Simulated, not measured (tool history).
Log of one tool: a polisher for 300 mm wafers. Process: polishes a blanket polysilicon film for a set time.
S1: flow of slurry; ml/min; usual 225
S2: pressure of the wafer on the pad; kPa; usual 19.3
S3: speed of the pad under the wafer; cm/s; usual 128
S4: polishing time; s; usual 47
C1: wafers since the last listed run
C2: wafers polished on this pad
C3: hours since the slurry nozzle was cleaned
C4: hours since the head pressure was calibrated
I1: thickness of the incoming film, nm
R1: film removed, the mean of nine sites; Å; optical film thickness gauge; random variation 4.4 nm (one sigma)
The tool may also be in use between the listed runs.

run,hour,S1,S2,S3,S4,C1,C2,C3,C4,I1,R1
1,0.0,225,19.3,106,47,0,1362,214.5,769.5,2174.4,4276
2,21.3,225,19.3,128,47,201,1564,235.8,790.8,2247.5,5054
3,40.9,225,19.3,128,47,185,1750,255.4,810.4,2217.4,5109
4,98.6,225,19.3,128,56,546,2296,313.1,868.1,2193.3,6070
5,119.3,225,19.3,128,56,196,2492,333.8,888.8,2161.2,6100
# hour 133.9: worn pad replaced by a new one
6,150.4,225,19.3,128,47,256,156,364.9,919.9,2215.1,5242
7,175.4,225,19.3,128,47,236,393,389.9,944.9,2210.8,5158
8,197.7,225,19.3,128,47,211,604,412.2,967.2,2233.4,5188
# hour 216.8: slurry nozzle cleaned
9,218.6,225,19.3,152,39,188,793,1.8,988.1,2248.9,5112
10,254.1,225,19.3,128,47,336,1129,37.3,1023.6,2227.2,5171
11,282.8,225,19.3,128,47,271,1401,66.0,1052.3,2182.4,5137
# hour 292.7: head pressure recalibrated
12,318.4,225,19.3,128,47,318,1719,101.6,25.7,2248.4,5148
13,342.7,225,19.3,128,47,230,1949,125.9,50.0,2178.1,5038
14,360.5,225,19.3,128,47,168,2118,143.7,67.8,2225.4,5142
15,389.1,285,19.3,128,47,270,2389,172.3,96.4,2198.9,5137
# hour 418.5: worn pad replaced by a new one
16,419.0,225,19.3,128,47,245,5,202.2,126.3,2225.3,5256
17,439.7,280,19.3,90,56,196,201,222.9,147.0,2237.0,4502
18,456.6,225,19.3,128,62,160,361,239.8,163.9,2188.4,6908
19,483.0,195,15.9,92,47,250,611,266.2,190.3,2197.5,3224
20,502.4,195,19.3,128,40,183,795,285.6,209.7,2207.1,4277
21,524.3,275,26.2,164,47,207,1002,307.5,231.6,2164.2,8140
22,540.3,180,17.2,128,47,151,1153,323.5,247.6,2181.8,4704
# hour 552.3: slurry nozzle cleaned
23,574.0,170,19.3,128,47,309,1463,21.7,281.3,2231.2,4871
24,600.8,225,19.3,102,62,253,1717,48.5,308.1,2177.5,5383
25,636.1,160,15.9,92,54,334,2051,83.8,343.4,2237.4,3598
# hour 656.2: worn pad replaced by a new one
26,662.9,225,15.9,128,47,215,63,110.6,370.2,2215.1,4731
27,696.6,260,19.3,128,47,319,383,144.3,403.9,2168.2,5315
28,716.7,225,19.3,128,31,190,573,164.4,424.0,2201.3,3371
29,751.0,270,19.3,92,59,324,898,198.7,458.3,2185.2,4795
30,779.8,300,16.5,140,35,272,1171,227.5,487.1,2182.5,3969
31,831.0,225,19.3,128,47,484,1656,278.7,538.3,2236.3,5042
32,866.9,225,19.3,128,47,340,1996,314.6,574.2,2202.3,5119
# hour 895.4: slurry nozzle cleaned
33,898.3,225,19.3,128,47,287,2283,2.9,605.6,2195.3,5052
34,921.0,180,15.2,128,42,215,2498,25.6,628.3,2165.7,3803
# hour 932.3: worn pad replaced by a new one
35,956.4,225,19.3,128,54,297,227,61.0,663.7,2181.4,5984
36,980.8,225,23.4,128,47,231,459,85.4,688.1,2214.2,5835
37,1026.2,160,19.3,100,42,430,889,130.8,733.5,2182.7,3422
38,1057.0,280,19.3,128,47,291,1180,161.6,764.3,2217.9,5336

3 ways to go on from here, each from the tool as it stands after run 38. What would each give?
A,1057.4,225,19.3,150,47,3,1184,162.0,764.7,2193.5,?
B,1057.4,225,13.1,128,47,3,1184,162.0,764.7,2193.5,?
C,1057.4,225,16.5,142,38,3,1184,162.0,764.7,2193.5,?

run,R1
A,6029
B,4152
C,4219
Without the tool's hidden state the same runs would have given:
run,R1
A,6229
B,4290
C,4359
